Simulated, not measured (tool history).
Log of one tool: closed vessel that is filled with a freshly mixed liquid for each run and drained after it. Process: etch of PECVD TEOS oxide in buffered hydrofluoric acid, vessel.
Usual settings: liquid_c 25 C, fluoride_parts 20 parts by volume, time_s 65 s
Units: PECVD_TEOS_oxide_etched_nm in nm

| run | hour | liquid_c | fluoride_parts | time_s | wafers since the last listed run | hours since the thermometer was replaced | hours since the hydrofluoric acid flow meter was replaced | hours since the gauge calibration | read-back film thickness of the PECVD TEOS oxide reference wafer, read on the same gauge (nm) | PECVD_TEOS_oxide_etched_nm |
|---|---|---|---|---|---|---|---|---|---|---|
| 1 | 0 | 25 | 14 | 65 | 0 | 2468.9 | 1401.2 | 765.2 | 30 | 80.46 |
| 2 | 16.3 | 25 | 20 | 65 | 2199 | 2485.2 | 1417.5 | 781.5 | 30.01 | 56.67 |
| 3 | 37 | 22.5 | 20 | 55 | 2792 | 2505.9 | 1438.2 | 802.2 | 30 | 41.71 |
| 4 | 67.3 | 28.5 | 14.5 | 65 | 4088 | 2536.2 | 1468.5 | 832.5 | 29.99 | 93.43 |
| 5 | 94.8 | 28.5 | 14.5 | 65 | 3710 | 2563.7 | 1496 | 860 | 29.99 | 93.62 |
| 6 | 108.8 | 28.5 | 14.5 | 65 | 1888 | 2577.7 | 1510 | 874 | 30.02 | 93.75 |
| 7 | 137.2 | 25 | 20 | 45 | 3831 | 2606.1 | 1538.4 | 902.4 | 29.99 | 39.59 |
| 8 | 165.9 | 25 | 20 | 45 | 3872 | 2634.8 | 1567.1 | 931.1 | 30 | 39.47 |
| 9 | 186 | 25 | 20 | 45 | 2711 | 2654.9 | 1587.2 | 951.2 | 30.02 | 39.41 |
| 10 | 200.4 | 25 | 20 | 65 | 1942 | 2669.3 | 1601.6 | 965.6 | 30 | 57.1 |
| 11 | 223.3 | 25 | 20 | 65 | 3089 | 2692.2 | 1624.5 | 988.5 | 30 | 56.69 |
| 12 | 243 | 26.5 | 25 | 40 | 2657 | 2711.9 | 1644.2 | 1008.2 | 29.98 | 32.62 |
| 13 | 267 | 25 | 20 | 65 | 3238 | 2735.9 | 1668.2 | 1032.2 | 30.01 | 57.08 |
| 14 | 291 | 25 | 20 | 65 | 3238 | 2759.9 | 1692.2 | 1056.2 | 30.01 | 56.84 |
|  | 309.6 | gauge calibrated |
| 15 | 312 | 28 | 12.5 | 65 | 2833 | 2780.9 | 1713.2 | 2.4 | 30.03 | 106.74 |
| 16 | 346.8 | 25 | 17 | 35 | 4695 | 2815.7 | 1748 | 37.2 | 30.03 | 36.01 |
| 17 | 377.2 | 30 | 14.5 | 90 | 4101 | 2846.1 | 1778.4 | 67.6 | 30.02 | 141.15 |
| 18 | 400.2 | 25 | 20 | 65 | 3103 | 2869.1 | 1801.4 | 90.6 | 30.01 | 57.26 |
| 19 | 423.8 | 25 | 20 | 65 | 3184 | 2892.7 | 1825 | 114.2 | 30 | 57.28 |
|  | 438.5 | thermometer replaced |
| 20 | 457.2 | 27.5 | 20 | 65 | 4371 | 18.7 | 1858.4 | 147.6 | 29.98 | 61.09 |
| 21 | 481.8 | 26.5 | 23 | 45 | 3319 | 43.3 | 1883 | 172.2 | 29.99 | 36.44 |

Run 22 comes next. What will it give?
| 22 | 517.5 | 23.5 | 20 | 65 | 4816 | 79 | 1918.7 | 207.9 | ? | ? |

read-back film thickness of the PECVD TEOS oxide reference wafer, read on the same gauge (nm): 30
PECVD_TEOS_oxide_etched_nm: 49.13 nm
Without the tool's hidden state the same run would have given PECVD_TEOS_oxide_etched_nm 48.09 nm.
